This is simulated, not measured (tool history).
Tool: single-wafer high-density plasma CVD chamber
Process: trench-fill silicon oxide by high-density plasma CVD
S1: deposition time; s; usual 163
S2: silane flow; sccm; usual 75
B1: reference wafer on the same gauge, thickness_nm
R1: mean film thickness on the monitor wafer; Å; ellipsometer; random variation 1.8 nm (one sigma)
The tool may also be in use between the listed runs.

{"run": 1, "day": 0.0, "S1": 187, "S2": 75, "B1": 1239.895, "R1": 14044.77}
{"run": 2, "day": 0.671, "S1": 163, "S2": 75, "B1": 1240.641, "R1": 12240.43}
{"run": 3, "day": 1.017, "S1": 163, "S2": 75, "B1": 1239.775, "R1": 12260.23}
{"run": 4, "day": 1.55, "S1": 163, "S2": 75, "B1": 1239.807, "R1": 12232.72}
{"run": 5, "day": 2.129, "S1": 163, "S2": 75, "B1": 1241.161, "R1": 12246.96}
{"run": 6, "day": 2.612, "S1": 163, "S2": 75, "B1": 1239.6, "R1": 12228.89}
{"run": 7, "day": 2.938, "S1": 153, "S2": 67, "B1": 1239.78, "R1": 10881.82}
{"run": 8, "day": 3.462, "S1": 153, "S2": 67, "B1": 1239.531, "R1": 10872.97}
{"day": 3.488, "done": "gauge calibrated"}
{"run": 9, "day": 3.771, "S1": 153, "S2": 67, "B1": 1239.853, "R1": 10867.72}
{"run": 10, "day": 4.329, "S1": 163, "S2": 75, "B1": 1239.416, "R1": 12236.1}
{"run": 11, "day": 4.642, "S1": 151, "S2": 67, "B1": 1241.273, "R1": 10700.75}
{"run": 12, "day": 5.158, "S1": 190, "S2": 70, "B1": 1239.826, "R1": 13805.62}
{"run": 13, "day": 5.475, "S1": 163, "S2": 75, "B1": 1240.357, "R1": 12267.47}
{"day": 5.942, "done": "silane flow controller replaced"}
{"run": 14, "day": 5.962, "S1": 163, "S2": 75, "B1": 1240.829, "R1": 12244.6}
{"run": 15, "day": 6.238, "S1": 146, "S2": 67, "B1": 1239.768, "R1": 10346.71}
{"run": 16, "day": 6.667, "S1": 163, "S2": 75, "B1": 1239.541, "R1": 12275.81}
{"run": 17, "day": 7.338, "S1": 194, "S2": 61, "B1": 1240.483, "R1": 13140.84}
{"day": 7.938, "done": "gauge calibrated"}
{"run": 18, "day": 8.083, "S1": 163, "S2": 75, "B1": 1240.791, "R1": 12237.2}
{"run": 19, "day": 8.488, "S1": 133, "S2": 84, "B1": 1240.549, "R1": 10632.89}
{"run": 20, "day": 9.15, "S1": 152, "S2": 75, "B1": 1240.414, "R1": 11384.78}

5 ways to go on from here, each from the tool as it stands after run 20. What would each give?
{"run": "A", "day": 9.167, "S1": 163, "S2": 75, "B1": "?", "R1": "?"}
{"run": "B", "day": 9.167, "S1": 190, "S2": 63, "B1": "?", "R1": "?"}
{"run": "C", "day": 9.167, "S1": 144, "S2": 70, "B1": "?", "R1": "?"}
{"run": "D", "day": 9.167, "S1": 179, "S2": 75, "B1": "?", "R1": "?"}
{"run": "E", "day": 9.167, "S1": 151, "S2": 69, "B1": "?", "R1": "?"}

run=A B1=1240.537 R1=12251.94
run=B B1=1240.537 R1=13075.96
run=C B1=1240.537 R1=10443.14
run=D B1=1240.537 R1=13454.59
run=E B1=1240.537 R1=10870.95
Without the tool's hidden state the same runs would have given:
run=A R1=12251.94
run=B R1=13075.96
run=C R1=10443.14
run=D R1=13454.59
run=E R1=10870.95
